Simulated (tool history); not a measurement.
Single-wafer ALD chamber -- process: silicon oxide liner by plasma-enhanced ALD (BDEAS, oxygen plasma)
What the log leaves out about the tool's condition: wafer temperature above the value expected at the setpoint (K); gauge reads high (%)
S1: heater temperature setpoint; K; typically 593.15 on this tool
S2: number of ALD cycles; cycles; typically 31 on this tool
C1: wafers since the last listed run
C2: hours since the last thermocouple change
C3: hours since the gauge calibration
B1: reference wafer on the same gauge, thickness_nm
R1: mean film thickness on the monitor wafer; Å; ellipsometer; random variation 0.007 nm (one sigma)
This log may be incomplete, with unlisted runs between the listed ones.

{"run": 1, "day": 0.0, "S1": 593.15, "S2": 31, "C1": 0, "C2": 517.4, "C3": 1248.7, "B1": 2.62, "R1": 27.88}
{"run": 2, "day": 2.612, "S1": 593.15, "S2": 31, "C1": 476, "C2": 580.1, "C3": 1311.4, "B1": 2.62, "R1": 27.97}
{"day": 6.292, "done": "gauge calibrated"}
{"run": 3, "day": 6.842, "S1": 593.15, "S2": 31, "C1": 771, "C2": 681.6, "C3": 13.2, "B1": 2.619, "R1": 27.9}
{"run": 4, "day": 9.804, "S1": 593.15, "S2": 31, "C1": 540, "C2": 752.7, "C3": 84.3, "B1": 2.62, "R1": 27.9}
{"run": 5, "day": 11.483, "S1": 593.15, "S2": 31, "C1": 306, "C2": 793, "C3": 124.6, "B1": 2.62, "R1": 27.93}
{"run": 6, "day": 13.167, "S1": 593.15, "S2": 31, "C1": 307, "C2": 833.4, "C3": 165, "B1": 2.621, "R1": 27.94}
{"run": 7, "day": 17.367, "S1": 593.15, "S2": 31, "C1": 766, "C2": 934.2, "C3": 265.8, "B1": 2.621, "R1": 28.01}
{"run": 8, "day": 20.075, "S1": 593.15, "S2": 31, "C1": 494, "C2": 999.2, "C3": 330.8, "B1": 2.619, "R1": 27.93}
{"day": 26.925, "done": "thermocouple changed; heater temperature recalibrated"}
{"run": 9, "day": 32.8, "S1": 590.15, "S2": 30, "C1": 2261, "C2": 141, "C3": 636.2, "B1": 2.619, "R1": 27.07}
{"run": 10, "day": 44.362, "S1": 590.15, "S2": 30, "C1": 2110, "C2": 418.5, "C3": 913.7, "B1": 2.618, "R1": 27.28}
{"run": 11, "day": 47.925, "S1": 590.15, "S2": 30, "C1": 650, "C2": 504, "C3": 999.2, "B1": 2.619, "R1": 27.13}
{"run": 12, "day": 53.867, "S1": 587.15, "S2": 28, "C1": 1084, "C2": 646.6, "C3": 1141.8, "B1": 2.619, "R1": 25.48}
{"run": 13, "day": 57.829, "S1": 593.15, "S2": 36, "C1": 723, "C2": 741.7, "C3": 1236.9, "B1": 2.619, "R1": 32.6}
{"run": 14, "day": 61.004, "S1": 593.15, "S2": 36, "C1": 579, "C2": 817.9, "C3": 1313.1, "B1": 2.619, "R1": 32.54}
{"run": 15, "day": 64.425, "S1": 593.15, "S2": 36, "C1": 624, "C2": 900, "C3": 1395.2, "B1": 2.621, "R1": 32.48}
{"run": 16, "day": 70.625, "S1": 608.15, "S2": 37, "C1": 1131, "C2": 1048.8, "C3": 1544, "B1": 2.62, "R1": 32.8}
{"day": 72.538, "done": "thermocouple changed; heater temperature recalibrated"}
{"run": 17, "day": 73.754, "S1": 590.15, "S2": 30, "C1": 510, "C2": 29.2, "C3": 1619.1, "B1": 2.619, "R1": 27.13}
{"day": 75.092, "done": "gauge calibrated"}
{"run": 18, "day": 76.175, "S1": 593.15, "S2": 27, "C1": 441, "C2": 87.3, "C3": 26, "B1": 2.621, "R1": 24.29}
{"run": 19, "day": 80.038, "S1": 601.15, "S2": 27, "C1": 704, "C2": 180, "C3": 118.7, "B1": 2.619, "R1": 24.02}
{"run": 20, "day": 83.621, "S1": 587.15, "S2": 25, "C1": 654, "C2": 266, "C3": 204.7, "B1": 2.619, "R1": 22.6}
{"run": 21, "day": 87.388, "S1": 585.15, "S2": 33, "C1": 687, "C2": 356.4, "C3": 295.1, "B1": 2.619, "R1": 30.1}
{"run": 22, "day": 91.588, "S1": 607.15, "S2": 31, "C1": 766, "C2": 457.2, "C3": 395.9, "B1": 2.618, "R1": 27.44}
{"run": 23, "day": 94.875, "S1": 593.15, "S2": 31, "C1": 600, "C2": 536.1, "C3": 474.8, "B1": 2.62, "R1": 27.79}
{"run": 24, "day": 98.867, "S1": 603.15, "S2": 35, "C1": 728, "C2": 631.9, "C3": 570.6, "B1": 2.619, "R1": 31.21}
{"run": 25, "day": 100.942, "S1": 579.15, "S2": 29, "C1": 378, "C2": 681.7, "C3": 620.4, "B1": 2.62, "R1": 26.62}
{"run": 26, "day": 103.462, "S1": 602.15, "S2": 27, "C1": 460, "C2": 742.2, "C3": 680.9, "B1": 2.62, "R1": 23.9}
{"run": 27, "day": 105.129, "S1": 593.15, "S2": 31, "C1": 304, "C2": 782.2, "C3": 720.9, "B1": 2.619, "R1": 27.9}
{"run": 28, "day": 106.821, "S1": 603.15, "S2": 29, "C1": 308, "C2": 822.8, "C3": 761.5, "B1": 2.62, "R1": 25.8}
{"run": 29, "day": 109.083, "S1": 593.15, "S2": 31, "C1": 412, "C2": 877.1, "C3": 815.8, "B1": 2.62, "R1": 27.97}
{"run": 30, "day": 113.558, "S1": 593.15, "S2": 31, "C1": 816, "C2": 984.5, "C3": 923.2, "B1": 2.621, "R1": 27.88}
{"run": 31, "day": 116.242, "S1": 583.15, "S2": 27, "C1": 489, "C2": 1048.9, "C3": 987.6, "B1": 2.62, "R1": 24.56}

Predict each of these 3 candidate next runs independently; none follows another, all start after run 31:
{"run": "A", "day": 116.258, "S1": 593.15, "S2": 31, "C1": 3, "C2": 1049.3, "C3": 988, "B1": "?", "R1": "?"}
{"run": "B", "day": 116.258, "S1": 586.15, "S2": 31, "C1": 3, "C2": 1049.3, "C3": 988, "B1": "?", "R1": "?"}
{"run": "C", "day": 116.258, "S1": 605.15, "S2": 31, "C1": 3, "C2": 1049.3, "C3": 988, "B1": "?", "R1": "?"}

run=A B1=2.619 R1=27.91
run=B B1=2.619 R1=28.16
run=C B1=2.619 R1=27.49
What these runs would have given with no unlogged condition in the tool:
run=A R1=27.91
run=B R1=28.16
run=C R1=27.49
